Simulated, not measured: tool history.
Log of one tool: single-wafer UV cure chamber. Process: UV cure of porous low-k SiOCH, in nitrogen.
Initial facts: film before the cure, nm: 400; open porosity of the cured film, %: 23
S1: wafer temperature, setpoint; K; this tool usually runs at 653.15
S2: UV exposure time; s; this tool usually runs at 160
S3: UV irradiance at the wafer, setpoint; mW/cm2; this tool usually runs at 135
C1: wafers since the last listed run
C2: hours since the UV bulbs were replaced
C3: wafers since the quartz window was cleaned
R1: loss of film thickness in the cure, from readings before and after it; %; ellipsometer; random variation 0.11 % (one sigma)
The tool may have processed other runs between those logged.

{"run": 1, "hour": 0.0, "S1": 653.15, "S2": 160, "S3": 135, "C1": 0, "C2": 2084.5, "C3": 2219, "R1": 11.357}
{"run": 2, "hour": 14.0, "S1": 653.15, "S2": 160, "S3": 135, "C1": 112, "C2": 2098.5, "C3": 2332, "R1": 11.095}
{"run": 3, "hour": 35.3, "S1": 665.15, "S2": 160, "S3": 105, "C1": 171, "C2": 2119.8, "C3": 2504, "R1": 10.342}
{"run": 4, "hour": 62.4, "S1": 653.15, "S2": 95, "S3": 135, "C1": 218, "C2": 2146.9, "C3": 2722, "R1": 8.678}
{"run": 5, "hour": 78.2, "S1": 653.15, "S2": 95, "S3": 135, "C1": 127, "C2": 2162.7, "C3": 2850, "R1": 8.7}
{"hour": 103.0, "done": "quartz window cleaned"}
{"run": 6, "hour": 106.0, "S1": 653.15, "S2": 95, "S3": 135, "C1": 159, "C2": 2190.5, "C3": 24, "R1": 9.429}
{"run": 7, "hour": 127.2, "S1": 653.15, "S2": 160, "S3": 135, "C1": 171, "C2": 2211.7, "C3": 195, "R1": 11.818}
{"run": 8, "hour": 159.9, "S1": 653.15, "S2": 160, "S3": 135, "C1": 263, "C2": 2244.4, "C3": 459, "R1": 11.731}
{"run": 9, "hour": 181.6, "S1": 664.15, "S2": 160, "S3": 105, "C1": 175, "C2": 2266.1, "C3": 634, "R1": 10.568}
{"run": 10, "hour": 214.6, "S1": 664.15, "S2": 160, "S3": 105, "C1": 266, "C2": 2299.1, "C3": 900, "R1": 10.65}
{"run": 11, "hour": 290.7, "S1": 653.15, "S2": 160, "S3": 135, "C1": 613, "C2": 2375.2, "C3": 1514, "R1": 11.81}
{"run": 12, "hour": 322.4, "S1": 653.15, "S2": 230, "S3": 135, "C1": 255, "C2": 2406.9, "C3": 1770, "R1": 13.42}
{"run": 13, "hour": 353.0, "S1": 653.15, "S2": 230, "S3": 135, "C1": 246, "C2": 2437.5, "C3": 2017, "R1": 13.354}
{"run": 14, "hour": 378.5, "S1": 653.15, "S2": 160, "S3": 135, "C1": 205, "C2": 2463.0, "C3": 2222, "R1": 11.35}
{"run": 15, "hour": 409.7, "S1": 653.15, "S2": 225, "S3": 101, "C1": 251, "C2": 2494.2, "C3": 2474, "R1": 11.316}
{"hour": 433.8, "done": "quartz window cleaned"}
{"run": 16, "hour": 503.4, "S1": 653.15, "S2": 200, "S3": 135, "C1": 691, "C2": 2587.9, "C3": 561, "R1": 12.56}
{"hour": 513.5, "done": "UV bulbs replaced"}
{"run": 17, "hour": 528.1, "S1": 672.15, "S2": 85, "S3": 135, "C1": 134, "C2": 14.6, "C3": 696, "R1": 9.014}
{"run": 18, "hour": 557.4, "S1": 653.15, "S2": 160, "S3": 135, "C1": 236, "C2": 43.9, "C3": 932, "R1": 11.829}
{"run": 19, "hour": 584.5, "S1": 653.15, "S2": 225, "S3": 135, "C1": 218, "C2": 71.0, "C3": 1151, "R1": 13.212}
{"run": 20, "hour": 601.8, "S1": 665.15, "S2": 160, "S3": 106, "C1": 139, "C2": 88.3, "C3": 1290, "R1": 10.681}
{"run": 21, "hour": 627.9, "S1": 653.15, "S2": 215, "S3": 135, "C1": 210, "C2": 114.4, "C3": 1501, "R1": 13.077}
{"run": 22, "hour": 643.4, "S1": 664.15, "S2": 160, "S3": 146, "C1": 125, "C2": 129.9, "C3": 1626, "R1": 12.111}
{"run": 23, "hour": 677.8, "S1": 653.15, "S2": 160, "S3": 124, "C1": 277, "C2": 164.3, "C3": 1904, "R1": 10.795}
{"run": 24, "hour": 712.1, "S1": 653.15, "S2": 185, "S3": 135, "C1": 276, "C2": 198.6, "C3": 2180, "R1": 11.91}
{"run": 25, "hour": 738.4, "S1": 658.15, "S2": 80, "S3": 162, "C1": 212, "C2": 224.9, "C3": 2392, "R1": 8.868}
{"run": 26, "hour": 751.1, "S1": 640.15, "S2": 100, "S3": 115, "C1": 102, "C2": 237.6, "C3": 2495, "R1": 7.952}
{"hour": 780.0, "done": "quartz window cleaned"}
{"run": 27, "hour": 805.5, "S1": 653.15, "S2": 160, "S3": 135, "C1": 374, "C2": 292.0, "C3": 205, "R1": 11.473}
{"run": 28, "hour": 832.1, "S1": 659.15, "S2": 100, "S3": 157, "C1": 214, "C2": 318.6, "C3": 420, "R1": 10.306}

Below are 4 alternative next runs, each starting from the tool's condition after run 28. Predict each:
{"run": "A", "hour": 832.6, "S1": 653.15, "S2": 235, "S3": 135, "C1": 4, "C2": 319.1, "C3": 424, "R1": "?"}
{"run": "B", "hour": 832.6, "S1": 664.15, "S2": 110, "S3": 158, "C1": 4, "C2": 319.1, "C3": 424, "R1": "?"}
{"run": "C", "hour": 832.6, "S1": 653.15, "S2": 160, "S3": 172, "C1": 4, "C2": 319.1, "C3": 424, "R1": "?"}
{"run": "D", "hour": 832.6, "S1": 643.15, "S2": 215, "S3": 175, "C1": 4, "C2": 319.1, "C3": 424, "R1": "?"}

run=A R1=13.341
run=B R1=10.679
run=C R1=12.648
run=D R1=13.979
Without the tool's hidden state the same runs would have given:
run=A R1=13.536
run=B R1=10.862
run=C R1=12.839
run=D R1=14.176
